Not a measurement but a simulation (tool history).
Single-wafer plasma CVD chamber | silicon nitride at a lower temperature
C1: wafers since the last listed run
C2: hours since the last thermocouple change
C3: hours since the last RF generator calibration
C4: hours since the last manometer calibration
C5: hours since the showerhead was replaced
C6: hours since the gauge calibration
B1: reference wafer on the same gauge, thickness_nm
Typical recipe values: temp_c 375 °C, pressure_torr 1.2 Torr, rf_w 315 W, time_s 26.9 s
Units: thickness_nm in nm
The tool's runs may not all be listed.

Run 1, day 0: usual settings but pressure_torr 1.41 Torr, rf_w 330 W; C1 0; C2 2515.3; C3 692.6; C4 1554.5; C5 4116.8; C6 451.6; B1 24.509. Result: thickness_nm 30.005 nm.
Run 2, day 0.617: usual settings but pressure_torr 1.41 Torr, rf_w 330 W; C1 366; C2 2530.1; C3 707.4; C4 1569.3; C5 4131.6; C6 466.4; B1 24.611. Result: thickness_nm 30.184 nm.
Run 3, day 2.033: usual settings but temp_c 365 °C; C1 842; C2 2564.1; C3 741.4; C4 1603.3; C5 4165.6; C6 500.4; B1 24.531. Result: thickness_nm 27.235 nm.
At day 3.117: showerhead replaced.
At day 3.525: RF generator calibrated.
Run 4, day 3.546: usual settings but pressure_torr 1.33 Torr; C1 503; C2 2600.4; C3 0.5; C4 1639.6; C5 10.3; C6 536.7; B1 24.612. Result: thickness_nm 28.518 nm.
Run 5, day 4.358: usual settings; C1 483; C2 2619.9; C3 20; C4 1659.1; C5 29.8; C6 556.2; B1 24.593. Result: thickness_nm 27.195 nm.
At day 4.875: thermocouple changed; heater temperature recalibrated.
Run 6, day 5.646: usual settings but rf_w 265 W; C1 567; C2 18.5; C3 50.9; C4 1690; C5 60.7; C6 587.1; B1 24.633. Result: thickness_nm 24.064 nm.
Run 7, day 6.592: usual settings; C1 562; C2 41.2; C3 73.6; C4 1712.7; C5 83.4; C6 609.8; B1 24.628. Result: thickness_nm 27.336 nm.
Run 8, day 7.208: usual settings but temp_c 360 °C, time_s 30.3 s; C1 366; C2 56; C3 88.4; C4 1727.5; C5 98.2; C6 624.6; B1 24.641. Result: thickness_nm 30.638 nm.
At day 8.233: capacitance manometer re-zeroed and calibrated.
Run 9, day 8.254: usual settings but temp_c 361 °C, rf_w 265 W, time_s 29.7 s; C1 423; C2 81.1; C3 113.5; C4 0.5; C5 123.3; C6 649.7; B1 24.58. Result: thickness_nm 26.747 nm.
Run 10, day 8.875: usual settings; C1 369; C2 96; C3 128.4; C4 15.4; C5 138.2; C6 664.6; B1 24.717. Result: thickness_nm 27.131 nm.
Run 11, day 11.212: usual settings; C1 1390; C2 152.1; C3 184.5; C4 71.5; C5 194.3; C6 720.7; B1 24.717. Result: thickness_nm 27.267 nm.
Run 12, day 12.662: usual settings but pressure_torr 0.91 Torr, rf_w 255 W, time_s 24 s; C1 862; C2 186.9; C3 219.3; C4 106.3; C5 229.1; C6 755.5; B1 24.754. Result: thickness_nm 17.62 nm.
Run 13, day 13.329: usual settings but rf_w 355 W; C1 396; C2 202.9; C3 235.3; C4 122.3; C5 245.1; C6 771.5; B1 24.772. Result: thickness_nm 29.418 nm.
Run 14, day 14.525: usual settings but temp_c 385 °C, time_s 29.6 s; C1 711; C2 231.6; C3 264; C4 151; C5 273.8; C6 800.2; B1 24.84. Result: thickness_nm 29.8 nm.
Run 15, day 15.929: usual settings but pressure_torr 0.98 Torr, time_s 28.8 s; C1 835; C2 265.3; C3 297.7; C4 184.7; C5 307.5; C6 833.9; B1 24.82. Result: thickness_nm 25.952 nm.
Run 16, day 16.733: usual settings but pressure_torr 1.37 Torr, rf_w 280 W; C1 478; C2 284.6; C3 317; C4 204; C5 326.8; C6 853.2; B1 24.849. Result: thickness_nm 26.817 nm.
Run 17, day 17.471: usual settings but temp_c 384 °C; C1 438; C2 302.3; C3 334.7; C4 221.7; C5 344.5; C6 870.9; B1 24.907. Result: thickness_nm 27.273 nm.
At day 17.754: gauge calibrated.
Run 18, day 18.321: usual settings but temp_c 362 °C, pressure_torr 1.36 Torr, time_s 23.9 s; C1 505; C2 322.7; C3 355.1; C4 242.1; C5 364.9; C6 13.6; B1 24.437. Result: thickness_nm 25.53 nm.
Run 19, day 19.462: usual settings but temp_c 381 °C, pressure_torr 1.29 Torr; C1 679; C2 350.1; C3 382.5; C4 269.5; C5 392.3; C6 41; B1 24.435. Result: thickness_nm 27.772 nm.
Run 20, day 20.346: usual settings but pressure_torr 1.48 Torr, time_s 31.3 s; C1 525; C2 371.3; C3 403.7; C4 290.7; C5 413.5; C6 62.2; B1 24.475. Result: thickness_nm 34.549 nm.
Run 21, day 21.654: usual settings but pressure_torr 1.08 Torr, rf_w 290 W; C1 778; C2 402.7; C3 435.1; C4 322.1; C5 444.9; C6 93.6; B1 24.404. Result: thickness_nm 24.052 nm.
Run 22, day 22.533: usual settings but temp_c 370 °C; C1 522; C2 423.8; C3 456.2; C4 343.2; C5 466; C6 114.7; B1 24.477. Result: thickness_nm 26.957 nm.
Run 23, day 23.088: usual settings but temp_c 366 °C, pressure_torr 1.46 Torr, rf_w 340 W, time_s 29 s; C1 329; C2 437.1; C3 469.5; C4 356.5; C5 479.3; C6 128; B1 24.41. Result: thickness_nm 33.552 nm.
Run 24, day 23.804: usual settings but temp_c 367 °C, pressure_torr 1.01 Torr, rf_w 340 W, time_s 24.2 s; C1 426; C2 454.3; C3 486.7; C4 373.7; C5 496.5; C6 145.2; B1 24.411. Result: thickness_nm 23.312 nm.
Run 25, day 24.604: usual settings but pressure_torr 1.08 Torr, time_s 23.7 s; C1 475; C2 473.5; C3 505.9; C4 392.9; C5 515.7; C6 164.4; B1 24.471. Result: thickness_nm 22.39 nm.
Run 26, day 25.804: usual settings but temp_c 364 °C, rf_w 340 W, time_s 23.2 s; C1 713; C2 502.3; C3 534.7; C4 421.7; C5 544.5; C6 193.2; B1 24.467. Result: thickness_nm 24.573 nm.
Run 27, day 26.854: usual settings; C1 624; C2 527.5; C3 559.9; C4 446.9; C5 569.7; C6 218.4; B1 24.394. Result: thickness_nm 27.274 nm.
Run 28, day 28.271: usual settings; C1 842; C2 561.5; C3 593.9; C4 480.9; C5 603.7; C6 252.4; B1 24.512. Result: thickness_nm 27.113 nm.
Run 29, day 28.779: usual settings but rf_w 370 W; C1 302; C2 573.7; C3 606.1; C4 493.1; C5 615.9; C6 264.6; B1 24.444. Result: thickness_nm 30.196 nm.

Branching from run 29: 4 alternative next runs. What would each branch give?
Run A, day 28.796: usual settings but temp_c 382 °C; C1 9; C2 574.1; C3 606.5; C4 493.5; C5 616.3; C6 265; B1 ?. Result: thickness_nm ?.
Run B, day 28.796: usual settings but temp_c 390 °C, pressure_torr 1.35 Torr, rf_w 295 W; C1 9; C2 574.1; C3 606.5; C4 493.5; C5 616.3; C6 265; B1 ?. Result: thickness_nm ?.
Run C, day 28.796: usual settings but pressure_torr 1.45 Torr, rf_w 355 W; C1 9; C2 574.1; C3 606.5; C4 493.5; C5 616.3; C6 265; B1 ?. Result: thickness_nm ?.
Run D, day 28.796: usual settings but temp_c 369 °C, pressure_torr 1.01 Torr, rf_w 285 W, time_s 22.7 s; C1 9; C2 574.1; C3 606.5; C4 493.5; C5 616.3; C6 265; B1 ?. Result: thickness_nm ?.

run      B1  thickness_nm
  A  24.509        27.104
  B  24.509        27.299
  C  24.509        32.089
  D  24.509        19.432
Take away the tool's hidden state, keep each run's random variation, and the runs would have read:
run  thickness_nm
  A        27.022
  B        27.216
  C        31.991
  D        19.373
